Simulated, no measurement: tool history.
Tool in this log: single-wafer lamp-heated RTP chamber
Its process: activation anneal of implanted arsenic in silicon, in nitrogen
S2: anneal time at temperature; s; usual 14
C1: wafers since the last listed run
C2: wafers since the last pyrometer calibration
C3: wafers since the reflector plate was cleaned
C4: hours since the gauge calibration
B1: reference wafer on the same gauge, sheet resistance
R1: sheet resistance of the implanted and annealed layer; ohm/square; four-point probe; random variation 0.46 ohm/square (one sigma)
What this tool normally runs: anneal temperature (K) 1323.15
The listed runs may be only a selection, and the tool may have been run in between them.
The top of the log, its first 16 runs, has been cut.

Run 17, day 9.475: usual settings but anneal temperature (K) 1307.15, S2 9 s; C1 331; C2 9133; C3 7747; C4 463.6; B1 104.56. Result: R1 101.39 ohm/square.
At day 11.821: pyrometer window cleaned and pyrometer calibrated.
Run 18, day 11.842: usual settings; C1 484; C2 4; C3 8231; C4 520.4; B1 104.44. Result: R1 90.56 ohm/square.
Run 19, day 12.167: usual settings but anneal temperature (K) 1314.15, S2 19 s; C1 77; C2 82; C3 8309; C4 528.2; B1 104.25. Result: R1 89.78 ohm/square.
Run 20, day 12.908: usual settings but anneal temperature (K) 1337.15, S2 18 s; C1 176; C2 258; C3 8485; C4 546.0; B1 104.56. Result: R1 83.73 ohm/square.
Run 21, day 13.288: usual settings; C1 90; C2 349; C3 8576; C4 555.1; B1 104.57. Result: R1 90.84 ohm/square.
At day 13.308: gauge calibrated.
Run 22, day 14.038: usual settings but anneal temperature (K) 1300.15, S2 19 s; C1 178; C2 527; C3 8754; C4 17.5; B1 104.57. Result: R1 94.36 ohm/square.
Run 23, day 14.571: usual settings; C1 126; C2 654; C3 8881; C4 30.3; B1 104.61. Result: R1 90.98 ohm/square.
Run 24, day 15.142: usual settings but S2 11 s; C1 135; C2 790; C3 9017; C4 44.0; B1 104.57. Result: R1 93.52 ohm/square.
At day 15.500: reflector plate cleaned.
Run 25, day 16.442: usual settings; C1 230; C2 1020; C3 223; C4 75.2; B1 104.58. Result: R1 93.11 ohm/square.
Run 26, day 17.154: usual settings but S2 10 s; C1 169; C2 1190; C3 393; C4 92.3; B1 104.56. Result: R1 97.79 ohm/square.
Run 27, day 17.750: usual settings but anneal temperature (K) 1298.15, S2 8 s; C1 141; C2 1332; C3 535; C4 106.6; B1 104.40. Result: R1 108.51 ohm/square.
Run 28, day 18.300: usual settings but S2 6 s; C1 130; C2 1463; C3 666; C4 119.8; B1 104.53. Result: R1 102.33 ohm/square.
Run 29, day 18.821: usual settings but S2 22 s; C1 123; C2 1586; C3 790; C4 132.3; B1 104.43. Result: R1 86.81 ohm/square.
Run 30, day 19.558: usual settings but anneal temperature (K) 1299.15, S2 20 s; C1 175; C2 1762; C3 965; C4 150.0; B1 104.36. Result: R1 96.45 ohm/square.
Run 31, day 20.142: usual settings but anneal temperature (K) 1311.15, S2 8 s; C1 138; C2 1901; C3 1104; C4 164.0; B1 104.74. Result: R1 103.16 ohm/square.
Run 32, day 20.854: usual settings; C1 169; C2 2071; C3 1274; C4 181.1; B1 104.44. Result: R1 92.57 ohm/square.
Run 33, day 21.404: usual settings but anneal temperature (K) 1336.15, S2 12 s; C1 130; C2 2202; C3 1405; C4 194.3; B1 104.63. Result: R1 91.04 ohm/square.
Run 34, day 21.754: usual settings but anneal temperature (K) 1347.15, S2 10 s; C1 83; C2 2285; C3 1488; C4 202.7; B1 104.50. Result: R1 89.79 ohm/square.
Run 35, day 22.121: usual settings; C1 87; C2 2372; C3 1575; C4 211.5; B1 104.49. Result: R1 93.66 ohm/square.

Each row is a separate what-if for the run after 35, all from the same tool condition, not one after another. Results?
Run A, day 22.138: usual settings but anneal temperature (K) 1350.15; C1 3; C2 2376; C3 1579; C4 211.9; B1 ?. Result: R1 ?.
Run B, day 22.138: usual settings but anneal temperature (K) 1332.15, S2 8 s; C1 3; C2 2376; C3 1579; C4 211.9; B1 ?. Result: R1 ?.
Run C, day 22.138: usual settings but anneal temperature (K) 1338.15, S2 9 s; C1 3; C2 2376; C3 1579; C4 211.9; B1 ?. Result: R1 ?.
Run D, day 22.138: usual settings but anneal temperature (K) 1311.15, S2 20 s; C1 3; C2 2376; C3 1579; C4 211.9; B1 ?. Result: R1 ?.
Run E, day 22.138: usual settings but anneal temperature (K) 1341.15, S2 9 s; C1 3; C2 2376; C3 1579; C4 211.9; B1 ?. Result: R1 ?.

run      B1     R1
  A  104.67  85.47
  B  104.67  97.61
  C  104.67  94.37
  D  104.67  92.77
  E  104.67  93.48
Stripped of hidden state, with their random variation kept, the same runs would have yielded:
run     R1
  A  86.00
  B  98.19
  C  94.95
  D  93.40
  E  94.05

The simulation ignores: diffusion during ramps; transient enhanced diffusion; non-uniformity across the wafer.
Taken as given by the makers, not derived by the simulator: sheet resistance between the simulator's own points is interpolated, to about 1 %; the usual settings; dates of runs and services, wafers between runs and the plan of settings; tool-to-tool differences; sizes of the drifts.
